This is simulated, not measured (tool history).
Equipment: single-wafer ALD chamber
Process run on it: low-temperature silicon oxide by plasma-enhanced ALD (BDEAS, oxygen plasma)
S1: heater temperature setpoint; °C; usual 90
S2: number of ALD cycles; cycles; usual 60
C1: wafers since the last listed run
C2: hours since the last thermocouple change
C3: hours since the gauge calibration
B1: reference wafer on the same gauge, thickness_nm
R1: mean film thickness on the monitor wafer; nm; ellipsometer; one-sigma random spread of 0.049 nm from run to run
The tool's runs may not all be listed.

run      day   S1  S2    C1      C2      C3     B1      R1
  1        0   96  60     0   671.9  1635.5  8.027   8.442
  2    3.512   99  60   401   756.2  1719.8  8.007   8.324
  3    6.046   99  60   289     817  1780.6      8   8.294
  4    8.704   99  60   304   880.8  1844.4  7.984   8.239
      12.525  -- thermocouple changed; heater temperature recalibrated
  5   12.546   90  65   401     0.5  1936.6  7.977    9.22
  6   15.938   90  65   388    81.9    2018  7.964   9.277
      17.767  -- gauge calibrated
  7   18.662   90  60   311   147.3    21.5  8.146   8.755
  8   22.154   90  60   399   231.1   105.3   8.14   8.734
  9    24.15   90  52   228     279   153.2  8.128   7.589
 10   26.575   90  60   277   337.2   211.4  8.133   8.773
 11   28.746   90  60   248   389.3   263.5  8.126   8.771
 12   33.012   90  57   488   491.7   365.9  8.127   8.281
 13   44.379   90  57  1300   764.5   638.7  8.121   8.258
 14   47.479   90  64   354   838.9   713.1  8.109    9.28
 15   51.458   90  60   455   934.4   808.6  8.107   8.668
 16   54.446   90  60   341  1006.1   880.3  8.087   8.699
      55.433  -- thermocouple changed; heater temperature recalibrated
 17   56.717   90  60   221    30.8   934.8  8.092   8.678
 18   59.529   90  60   321    98.3  1002.3  8.097   8.756
 19   63.667   93  60   473   197.6  1101.6  8.092   8.665
 20   67.288   98  60   414   284.5  1188.5  8.068   8.449
 21   70.946   98  60   418   372.3  1276.3  8.057   8.375
 22   74.096   83  56   360   447.9  1351.9  8.044   8.268
 23   76.162   90  60   236   497.5  1401.5  8.069   8.627
 24   80.092  102  69   449   591.8  1495.8  8.057   9.561
 25   82.708   95  60   299   654.6  1558.6  8.031   8.503
 26     85.4  101  52   307   719.2  1623.2  8.018   7.157
      95.829  -- thermocouple changed; heater temperature recalibrated
 27   98.854  102  69  1501    72.6  1946.1  7.969   9.481
 28  101.292   90  60   278   131.1  2004.6  7.961   8.617
 29  104.033  100  55   313   196.9  2070.4  7.932   7.595
 30  108.071  101  60   461   293.8  2167.3  7.931   8.213
     108.996  -- gauge calibrated
 31  112.475   90  60   503   399.5    83.5  8.149   8.743
 32  114.312   77  65   210   443.6   127.6  8.148   9.804
 33  119.325   90  60   573   563.9   247.9  8.141   8.643
 34  121.942   95  60   299   626.7   310.7  8.149    8.68
 35  123.796   90  60   212   671.2   355.2  8.162    8.73
 36  127.354   90  67   407   756.6   440.6  8.142   9.771
     131.471  -- thermocouple changed; heater temperature recalibrated
 37  131.492   90  60   435     0.5   539.9  8.134   8.765
 38  133.054   79  53   178      38   577.4  8.134   8.031
 39  136.717   96  70   419   125.9   665.3  8.117  10.047
 40  139.154   98  64   278   184.4   723.8  8.122   9.042
 41  142.054  104  55   331     254   793.4  8.115   7.655
 42  144.058   97  48   229   302.1   841.5  8.119   6.791
 43  146.979   90  60   334   372.2   911.6  8.112   8.797

Here are 4 independent what-if runs from the current tool condition. What would each one return?
  A  147  90  70   2  372.7  912.1   ?   ?
  B  147  90  55   2  372.7  912.1   ?   ?
  C  147  96  51   2  372.7  912.1   ?   ?
  D  147  77  50   2  372.7  912.1   ?   ?

run     B1     R1
  A  8.125  10.21
  B  8.125  8.022
  C  8.125  7.285
  D  8.125  7.619
With the hidden condition removed and each run's random variation left untouched, the same runs would have given:
run      R1
  A  10.254
  B   8.057
  C   7.317
  D   7.652

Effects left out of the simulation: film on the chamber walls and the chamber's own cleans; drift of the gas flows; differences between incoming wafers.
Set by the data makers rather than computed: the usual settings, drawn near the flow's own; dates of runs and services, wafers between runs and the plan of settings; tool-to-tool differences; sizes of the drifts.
